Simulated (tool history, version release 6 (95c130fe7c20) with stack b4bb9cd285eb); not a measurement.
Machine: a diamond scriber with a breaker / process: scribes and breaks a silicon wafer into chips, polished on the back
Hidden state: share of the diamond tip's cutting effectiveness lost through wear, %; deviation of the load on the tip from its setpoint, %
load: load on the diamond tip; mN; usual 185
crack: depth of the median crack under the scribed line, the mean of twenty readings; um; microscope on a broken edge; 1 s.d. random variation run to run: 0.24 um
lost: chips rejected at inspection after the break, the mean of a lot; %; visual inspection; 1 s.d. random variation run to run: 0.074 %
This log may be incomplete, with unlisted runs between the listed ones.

| run | hour | load | wafers since the last listed run | hours since the diamond tip was replaced | hours since the load on the tip was calibrated | incoming depth of the damage left on the back of the incoming wafer, um | crack | lost |
|---|---|---|---|---|---|---|---|---|
| 1 | 0 | 207 | 0 | 321.4 | 401.9 | 0.01 | 16.62 | 2.05 |
| 2 | 17.5 | 207 | 39 | 338.9 | 419.4 | 0.05 | 16.52 | 1.94 |
| 3 | 27.1 | 207 | 21 | 348.5 | 429 | 0.04 | 16.49 | 1.9 |
| 4 | 37.2 | 144 | 22 | 358.6 | 439.1 | 0.04 | 12.57 | 5.26 |
| 5 | 54.7 | 185 | 39 | 376.1 | 456.6 | 0.02 | 15.63 | 1.05 |
| 6 | 68.3 | 185 | 30 | 389.7 | 470.2 | 0.02 | 15.12 | 1.05 |
| 7 | 82.9 | 185 | 32 | 404.3 | 484.8 | 0.03 | 15.09 | 0.99 |
| 8 | 99.2 | 216 | 36 | 420.6 | 501.1 | 0.05 | 17.79 | 2.96 |
| 9 | 109.5 | 164 | 23 | 430.9 | 511.4 | 0.04 | 14 | 1.86 |
| 10 | 120 | 164 | 23 | 441.4 | 521.9 | 0.05 | 13.87 | 1.95 |
| 11 | 136.4 | 164 | 37 | 457.8 | 538.3 | 0.04 | 13.89 | 1.67 |
| 12 | 143.6 | 185 | 16 | 465 | 545.5 | 0.03 | 15.78 | 1 |
| 13 | 154.3 | 185 | 24 | 475.7 | 556.2 | 0.03 | 15.64 | 1.13 |
| 14 | 172.2 | 205 | 40 | 493.6 | 574.1 | 0.02 | 16.72 | 2.3 |
| 15 | 186.9 | 185 | 33 | 508.3 | 588.8 | 0.05 | 15.23 | 1.14 |
| 16 | 193.7 | 185 | 15 | 515.1 | 595.6 | 0.02 | 15.78 | 1.22 |
| 17 | 209 | 185 | 34 | 530.4 | 610.9 | 0.04 | 15.63 | 1.02 |
| 18 | 215.9 | 211 | 15 | 537.3 | 617.8 | 0.04 | 16.94 | 3.31 |
| 19 | 231.2 | 211 | 34 | 552.6 | 633.1 | 0.02 | 17.55 | 3.6 |
| 20 | 284.7 | 197 | 120 | 606.1 | 686.6 | 0.03 | 16.89 | 2 |
| 21 | 297.7 | 158 | 29 | 619.1 | 699.6 | 0.03 | 14.07 | 2.13 |
|  | 300.1 | load on the tip recalibrated |
| 22 | 307.3 | 150 | 17 | 628.7 | 7.2 | 0.05 | 11.73 | 8.54 |
| 23 | 316.4 | 134 | 20 | 637.8 | 16.3 | 0.03 | 10.93 | 14.58 |
| 24 | 329.8 | 185 | 30 | 651.2 | 29.7 | 0.03 | 13.85 | 1.87 |
|  | 336.7 | diamond tip replaced by a new one |
| 25 | 337.2 | 154 | 12 | 0.5 | 37.1 | 0.05 | 13.23 | 3.56 |
| 26 | 344.9 | 165 | 17 | 8.2 | 44.8 | 0.05 | 13.88 | 1.84 |
| 27 | 361.2 | 185 | 36 | 24.5 | 61.1 | 0.03 | 15.34 | 0.88 |
| 28 | 378.8 | 161 | 39 | 42.1 | 78.7 | 0.03 | 14.01 | 2.44 |
| 29 | 387.8 | 132 | 20 | 51.1 | 87.7 | 0.02 | 11.6 | 10.12 |
| 30 | 394.2 | 185 | 14 | 57.5 | 94.1 | 0.01 | 15.36 | 1.04 |
| 31 | 405.7 | 150 | 25 | 69 | 105.6 | 0.01 | 13.15 | 3.93 |
| 32 | 423.2 | 225 | 39 | 86.5 | 123.1 | 0.02 | 17.68 | 4.03 |
| 33 | 432 | 158 | 19 | 95.3 | 131.9 | 0.03 | 13.4 | 2.85 |
| 34 | 445.6 | 148 | 30 | 108.9 | 145.5 | 0.03 | 12.91 | 4.87 |
| 35 | 461.6 | 208 | 36 | 124.9 | 161.5 | 0.01 | 16.84 | 1.87 |
| 36 | 474 | 228 | 27 | 137.3 | 173.9 | 0.03 | 17.86 | 4.13 |
| 37 | 489.2 | 185 | 34 | 152.5 | 189.1 | 0.03 | 14.99 | 0.98 |
| 38 | 496.8 | 221 | 17 | 160.1 | 196.7 | 0.05 | 17.85 | 3.36 |
| 39 | 512.6 | 156 | 35 | 175.9 | 212.5 | 0.04 | 13.18 | 3.24 |
| 40 | 539.7 | 146 | 61 | 203 | 239.6 | 0.03 | 12.57 | 5.53 |
| 41 | 552.8 | 143 | 29 | 216.1 | 252.7 | 0.03 | 12.38 | 5.71 |

Exercise: give the hidden state of the tool at every run:
H1: share of the diamond tip's cutting effectiveness lost through wear, %
H2: deviation of the load on the tip from its setpoint, %
| run | H1 | H2 |
|---|---|---|
| 1 | 6.74 | 5.89 |
| 2 | 7.07 | 6.44 |
| 3 | 7.25 | 6.75 |
| 4 | 7.44 | 7.09 |
| 5 | 7.78 | 7.69 |
| 6 | 8.03 | 8.17 |
| 7 | 8.31 | 8.7 |
| 8 | 8.62 | 9.32 |
| 9 | 8.81 | 9.72 |
| 10 | 9.01 | 10.1 |
| 11 | 9.32 | 10.8 |
| 12 | 9.46 | 11.1 |
| 13 | 9.66 | 11.5 |
| 14 | 10 | 12.3 |
| 15 | 10.3 | 13 |
| 16 | 10.4 | 13.3 |
| 17 | 10.7 | 14 |
| 18 | 10.8 | 14.3 |
| 19 | 11.1 | 15 |
| 20 | 12.1 | 17.8 |
| 21 | 12.4 | 18.4 |
| 22 | 12.6 | 1.18 |
| 23 | 12.7 | 1.19 |
| 24 | 13 | 1.21 |
| 25 | 0.0954 | 1.23 |
| 26 | 0.241 | 1.26 |
| 27 | 0.551 | 1.32 |
| 28 | 0.884 | 1.42 |
| 29 | 1.05 | 1.47 |
| 30 | 1.18 | 1.52 |
| 31 | 1.39 | 1.61 |
| 32 | 1.73 | 1.76 |
| 33 | 1.89 | 1.84 |
| 34 | 2.15 | 1.99 |
| 35 | 2.45 | 2.18 |
| 36 | 2.69 | 2.34 |
| 37 | 2.98 | 2.55 |
| 38 | 3.12 | 2.66 |
| 39 | 3.42 | 2.91 |
| 40 | 3.94 | 3.38 |
| 41 | 4.18 | 3.62 |
